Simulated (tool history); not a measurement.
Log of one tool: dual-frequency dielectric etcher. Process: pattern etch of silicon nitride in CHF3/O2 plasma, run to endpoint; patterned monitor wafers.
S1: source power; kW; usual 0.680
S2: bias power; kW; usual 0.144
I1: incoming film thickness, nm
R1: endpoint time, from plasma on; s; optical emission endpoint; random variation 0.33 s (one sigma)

run 1 day=0.000 | S1=0.680 S2=0.144 | I1=76.6 | R1=57.4
run 2 day=0.383 | S1=0.680 S2=0.144 | I1=75.4 | R1=56.1
run 3 day=0.862 | S1=0.570 S2=0.144 | I1=75.6 | R1=59.1
run 4 day=1.508 | S1=0.680 S2=0.144 | I1=75.8 | R1=57.5
run 5 day=1.862 | S1=0.680 S2=0.144 | I1=75.4 | R1=56.7
run 6 day=2.608 | S1=0.680 S2=0.136 | I1=75.2 | R1=58.2
run 7 day=3.183 | S1=0.680 S2=0.144 | I1=76.2 | R1=57.5
run 8 day=3.675 | S1=0.680 S2=0.144 | I1=75.3 | R1=55.9
-- day=4.346 source power generator calibrated
-- day=5.192 upper electrode replaced
run 9 day=5.212 | S1=0.680 S2=0.144 | I1=76.0 | R1=57.3
run 10 day=5.225 | S1=0.680 S2=0.144 | I1=75.3 | R1=57.4

Forecast run 11:
run 11 day=5.242 | S1=0.530 S2=0.144 | I1=76.6 | R1=?

R1: 60.9 s
Without the tool's hidden state the same run would have given R1 58.8 s.
